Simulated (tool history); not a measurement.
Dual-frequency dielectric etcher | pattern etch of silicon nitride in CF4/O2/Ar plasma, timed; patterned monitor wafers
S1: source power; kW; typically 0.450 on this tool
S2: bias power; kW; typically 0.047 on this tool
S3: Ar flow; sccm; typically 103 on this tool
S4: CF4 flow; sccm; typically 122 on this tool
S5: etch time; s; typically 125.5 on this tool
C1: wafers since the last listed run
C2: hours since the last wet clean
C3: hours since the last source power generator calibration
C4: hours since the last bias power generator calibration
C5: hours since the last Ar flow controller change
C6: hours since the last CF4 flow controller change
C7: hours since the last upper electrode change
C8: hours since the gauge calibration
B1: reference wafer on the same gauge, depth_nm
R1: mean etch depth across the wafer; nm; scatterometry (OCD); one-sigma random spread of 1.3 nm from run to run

run 1 hour=0.0 | S1=0.450 S2=0.047 S3=103 S4=122 S5=125.5 | C1=0 C2=390.8 C3=1647.1 C4=4066.4 C5=1309.4 C6=4305.2 C7=3215.1 C8=94.5 | B1=176.9 | R1=221.8
run 2 hour=9.3 | S1=0.450 S2=0.047 S3=103 S4=122 S5=125.5 | C1=103 C2=400.1 C3=1656.4 C4=4075.7 C5=1318.7 C6=4314.5 C7=3224.4 C8=103.8 | B1=177.0 | R1=219.8
run 3 hour=26.4 | S1=0.450 S2=0.047 S3=103 S4=122 S5=125.5 | C1=191 C2=417.2 C3=1673.5 C4=4092.8 C5=1335.8 C6=4331.6 C7=3241.5 C8=120.9 | B1=176.8 | R1=222.4
run 4 hour=40.1 | S1=0.450 S2=0.047 S3=103 S4=122 S5=125.5 | C1=153 C2=430.9 C3=1687.2 C4=4106.5 C5=1349.5 C6=4345.3 C7=3255.2 C8=134.6 | B1=176.9 | R1=222.4
-- hour=54.5 CF4 flow controller replaced
-- hour=72.7 gauge calibrated
-- hour=93.6 wet clean of the chamber
run 5 hour=94.1 | S1=0.450 S2=0.047 S3=103 S4=122 S5=125.5 | C1=268 C2=0.5 C3=1741.2 C4=4160.5 C5=1403.5 C6=39.6 C7=3309.2 C8=21.4 | B1=176.8 | R1=219.1
run 6 hour=94.4 | S1=0.450 S2=0.047 S3=103 S4=122 S5=125.5 | C1=3 C2=0.8 C3=1741.5 C4=4160.8 C5=1403.8 C6=39.9 C7=3309.5 C8=21.7 | B1=177.1 | R1=220.7
run 7 hour=94.8 | S1=0.450 S2=0.047 S3=103 S4=122 S5=125.5 | C1=4 C2=1.2 C3=1741.9 C4=4161.2 C5=1404.2 C6=40.3 C7=3309.9 C8=22.1 | B1=176.8 | R1=222.8
-- hour=104.9 bias power generator calibrated
-- hour=107.8 Ar flow controller replaced
-- hour=120.6 upper electrode replaced
run 8 hour=121.1 | S1=0.450 S2=0.051 S3=103 S4=122 S5=125.5 | C1=73 C2=27.5 C3=1768.2 C4=16.2 C5=13.3 C6=66.6 C7=0.5 C8=48.4 | B1=176.9 | R1=226.2
run 9 hour=121.5 | S1=0.450 S2=0.047 S3=103 S4=122 S5=125.5 | C1=4 C2=27.9 C3=1768.6 C4=16.6 C5=13.7 C6=67.0 C7=0.9 C8=48.8 | B1=176.9 | R1=223.2
-- hour=127.3 source power generator calibrated
run 10 hour=127.8 | S1=0.350 S2=0.047 S3=83 S4=122 S5=125.5 | C1=25 C2=34.2 C3=0.5 C4=22.9 C5=20.0 C6=73.3 C7=7.2 C8=55.1 | B1=176.9 | R1=193.0
run 11 hour=133.5 | S1=0.390 S2=0.047 S3=80 S4=122 S5=104.5 | C1=63 C2=39.9 C3=6.2 C4=28.6 C5=25.7 C6=79.0 C7=12.9 C8=60.8 | B1=176.7 | R1=172.1
run 12 hour=143.0 | S1=0.390 S2=0.040 S3=103 S4=122 S5=125.5 | C1=106 C2=49.4 C3=15.7 C4=38.1 C5=35.2 C6=88.5 C7=22.4 C8=70.3 | B1=177.2 | R1=196.2
run 13 hour=155.1 | S1=0.360 S2=0.047 S3=103 S4=122 S5=125.5 | C1=135 C2=61.5 C3=27.8 C4=50.2 C5=47.3 C6=100.6 C7=34.5 C8=82.4 | B1=177.3 | R1=194.0
run 14 hour=168.4 | S1=0.450 S2=0.047 S3=103 S4=122 S5=125.5 | C1=148 C2=74.8 C3=41.1 C4=63.5 C5=60.6 C6=113.9 C7=47.8 C8=95.7 | B1=177.4 | R1=219.4

Consider 3 possible next runs. They are alternatives, not a sequence: every one starts from the tool as it was left by run 14. What does each give?
run A hour=168.9 | S1=0.450 S2=0.047 S3=103 S4=96 S5=125.5 | C1=5 C2=75.3 C3=41.6 C4=64.0 C5=61.1 C6=114.4 C7=48.3 C8=96.2 | B1=? | R1=?
run B hour=168.9 | S1=0.450 S2=0.055 S3=118 S4=122 S5=125.5 | C1=5 C2=75.3 C3=41.6 C4=64.0 C5=61.1 C6=114.4 C7=48.3 C8=96.2 | B1=? | R1=?
run C hour=168.9 | S1=0.520 S2=0.047 S3=103 S4=122 S5=98.0 | C1=5 C2=75.3 C3=41.6 C4=64.0 C5=61.1 C6=114.4 C7=48.3 C8=96.2 | B1=? | R1=?

run=A B1=177.1 R1=213.9
run=B B1=177.1 R1=226.5
run=C B1=177.1 R1=190.4
What these runs would have given with no unlogged condition in the tool:
run=A R1=213.9
run=B R1=226.5
run=C R1=190.4
